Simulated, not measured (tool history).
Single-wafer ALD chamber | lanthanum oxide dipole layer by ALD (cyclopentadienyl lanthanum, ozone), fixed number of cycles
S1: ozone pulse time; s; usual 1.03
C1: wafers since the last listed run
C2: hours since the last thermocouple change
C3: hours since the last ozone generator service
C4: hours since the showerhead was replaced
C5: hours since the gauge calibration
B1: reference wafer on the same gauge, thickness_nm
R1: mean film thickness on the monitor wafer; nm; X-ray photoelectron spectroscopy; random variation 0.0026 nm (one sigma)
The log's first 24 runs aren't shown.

run     day    S1    C1     C2      C3     C4     C5     B1     R1
 25  69.433  1.03  1018  139.7   852.7   93.6  150.9   0.45  0.505
 26  73.496  0.67  2064  237.2   950.2  191.1  248.4  0.449  0.431
 27  77.038  1.32  1799  322.2  1035.2  276.1  333.4  0.449  0.532
 28  80.538  0.65  1778  406.2  1119.2  360.1  417.4  0.449  0.419
 29  82.592  1.03  1043  455.5  1168.5  409.4  466.7  0.449  0.501
 30  84.588  1.16  1014  503.4  1216.4  457.3  514.6  0.449   0.52
 31  86.404  1.03   923    547    1260  500.9  558.2  0.449  0.501
 32  87.975  1.03   798  584.7  1297.7  538.6  595.9  0.449  0.496
 33  92.158  1.36  2126  685.1  1398.1    639  696.3  0.449  0.536

Forecast each of these 5 alternatives for the next run:
  A  92.175  1.03   8  685.5  1398.5  639.4  696.7   ?   ?
  B  92.175  1.44   8  685.5  1398.5  639.4  696.7   ?   ?
  C  92.175  1.38   8  685.5  1398.5  639.4  696.7   ?   ?
  D  92.175  1.42   8  685.5  1398.5  639.4  696.7   ?   ?
  E  92.175  0.62   8  685.5  1398.5  639.4  696.7   ?   ?

run     B1     R1
  A  0.449    0.5
  B  0.449  0.548
  C  0.449  0.543
  D  0.449  0.547
  E  0.449  0.407
Without the tool's hidden state the same runs would have given:
run     R1
  A  0.523
  B  0.564
  C   0.56
  D  0.563
  E  0.437
